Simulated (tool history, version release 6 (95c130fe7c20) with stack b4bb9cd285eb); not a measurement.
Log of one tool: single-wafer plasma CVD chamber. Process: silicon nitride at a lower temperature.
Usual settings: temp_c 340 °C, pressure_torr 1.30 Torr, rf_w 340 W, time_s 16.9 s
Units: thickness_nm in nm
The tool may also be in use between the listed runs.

| run | hour | temp_c | pressure_torr | rf_w | time_s | wafers since the last listed run | hours since the last thermocouple change | hours since the last RF generator calibration | hours since the last manometer calibration | hours since the showerhead was replaced | hours since the gauge calibration | read-back reference wafer on the same gauge, thickness_nm | thickness_nm |
|---|---|---|---|---|---|---|---|---|---|---|---|---|---|
| 1 | 0.0 | 340 | 1.30 | 340 | 16.9 | 0 | 1872.2 | 1537.9 | 497.9 | 5792.8 | 339.0 | 19.389 | 17.628 |
| 2 | 37.7 | 340 | 1.30 | 340 | 16.9 | 989 | 1909.9 | 1575.6 | 535.6 | 5830.5 | 376.7 | 19.405 | 17.678 |
| 3 | 101.9 | 340 | 1.30 | 340 | 16.9 | 1685 | 1974.1 | 1639.8 | 599.8 | 5894.7 | 440.9 | 19.397 | 17.566 |
| 4 | 148.6 | 340 | 1.30 | 340 | 16.9 | 1225 | 2020.8 | 1686.5 | 646.5 | 5941.4 | 487.6 | 19.392 | 17.569 |
|  | 189.3 | gauge calibrated |
| 5 | 194.1 | 340 | 1.30 | 340 | 16.9 | 1194 | 2066.3 | 1732.0 | 692.0 | 5986.9 | 4.8 | 19.400 | 17.604 |
| 6 | 254.5 | 340 | 1.30 | 340 | 16.9 | 1585 | 2126.7 | 1792.4 | 752.4 | 6047.3 | 65.2 | 19.398 | 17.538 |
| 7 | 292.6 | 340 | 1.08 | 340 | 16.9 | 1000 | 2164.8 | 1830.5 | 790.5 | 6085.4 | 103.3 | 19.391 | 16.640 |
| 8 | 328.9 | 340 | 1.30 | 340 | 18.7 | 952 | 2201.1 | 1866.8 | 826.8 | 6121.7 | 139.6 | 19.397 | 19.359 |
| 9 | 380.8 | 336 | 1.30 | 340 | 16.9 | 1362 | 2253.0 | 1918.7 | 878.7 | 6173.6 | 191.5 | 19.393 | 17.532 |
| 10 | 420.3 | 340 | 1.30 | 340 | 16.9 | 1036 | 2292.5 | 1958.2 | 918.2 | 6213.1 | 231.0 | 19.410 | 17.414 |
|  | 493.5 | RF generator calibrated |
| 11 | 522.9 | 340 | 1.30 | 340 | 16.9 | 2483 | 2395.1 | 29.4 | 1020.8 | 6315.7 | 333.6 | 19.399 | 18.227 |
| 12 | 573.5 | 340 | 1.30 | 355 | 16.9 | 1328 | 2445.7 | 80.0 | 1071.4 | 6366.3 | 384.2 | 19.407 | 18.515 |
|  | 634.6 | thermocouple changed; heater temperature recalibrated |
| 13 | 642.3 | 340 | 1.09 | 275 | 17.7 | 1596 | 7.7 | 148.8 | 1140.2 | 6435.1 | 453.0 | 19.405 | 15.985 |
| 14 | 704.9 | 354 | 1.51 | 340 | 18.0 | 1643 | 70.3 | 211.4 | 1202.8 | 6497.7 | 515.6 | 19.391 | 19.741 |
| 15 | 752.2 | 340 | 1.30 | 340 | 16.9 | 1241 | 117.6 | 258.7 | 1250.1 | 6545.0 | 562.9 | 19.406 | 17.914 |
| 16 | 779.3 | 340 | 1.30 | 340 | 18.9 | 711 | 144.7 | 285.8 | 1277.2 | 6572.1 | 590.0 | 19.379 | 20.013 |
|  | 792.5 | showerhead replaced |
|  | 832.5 | gauge calibrated |
| 17 | 845.0 | 332 | 1.10 | 340 | 16.9 | 1514 | 210.4 | 351.5 | 1342.9 | 52.5 | 12.5 | 19.398 | 17.029 |
|  | 892.4 | capacitance manometer re-zeroed and calibrated |
| 18 | 905.7 | 340 | 1.30 | 340 | 16.9 | 1383 | 271.1 | 412.2 | 13.3 | 113.2 | 73.2 | 19.396 | 18.148 |
| 19 | 970.9 | 330 | 1.30 | 405 | 16.9 | 1711 | 336.3 | 477.4 | 78.5 | 178.4 | 138.4 | 19.402 | 19.784 |
| 20 | 1013.0 | 354 | 1.30 | 305 | 14.9 | 1105 | 378.4 | 519.5 | 120.6 | 220.5 | 180.5 | 19.402 | 14.785 |
| 21 | 1057.8 | 350 | 1.08 | 340 | 16.9 | 1176 | 423.2 | 564.3 | 165.4 | 265.3 | 225.3 | 19.403 | 16.916 |
| 22 | 1123.7 | 340 | 1.30 | 340 | 16.9 | 1729 | 489.1 | 630.2 | 231.3 | 331.2 | 291.2 | 19.393 | 17.779 |
| 23 | 1177.4 | 340 | 1.18 | 310 | 14.4 | 1409 | 542.8 | 683.9 | 285.0 | 384.9 | 344.9 | 19.413 | 14.073 |

The tool's hidden state at each run:
wafer temperature above the value expected at the setpoint (K): 0 in every run
gauge reads high (%): 0 in every run
H1: delivered RF power above the setpoint (%)
H2: true pressure above the setpoint (%)
| run | H1 | H2 |
|---|---|---|
| 1 | -8.88 | -2.65 |
| 2 | -8.93 | -2.85 |
| 3 | -9 | -3.19 |
| 4 | -9.05 | -3.44 |
| 5 | -9.09 | -3.68 |
| 6 | -9.14 | -4 |
| 7 | -9.17 | -4.2 |
| 8 | -9.2 | -4.4 |
| 9 | -9.24 | -4.67 |
| 10 | -9.26 | -4.88 |
| 11 | -2.11 | -5.43 |
| 12 | -2.71 | -5.69 |
| 13 | -3.45 | -6.06 |
| 14 | -4.06 | -6.39 |
| 15 | -4.49 | -6.64 |
| 16 | -4.72 | -6.79 |
| 17 | -5.24 | -7.14 |
| 18 | -5.68 | -0.491 |
| 19 | -6.1 | -0.837 |
| 20 | -6.35 | -1.06 |
| 21 | -6.61 | -1.3 |
| 22 | -6.95 | -1.65 |
| 23 | -7.2 | -1.93 |
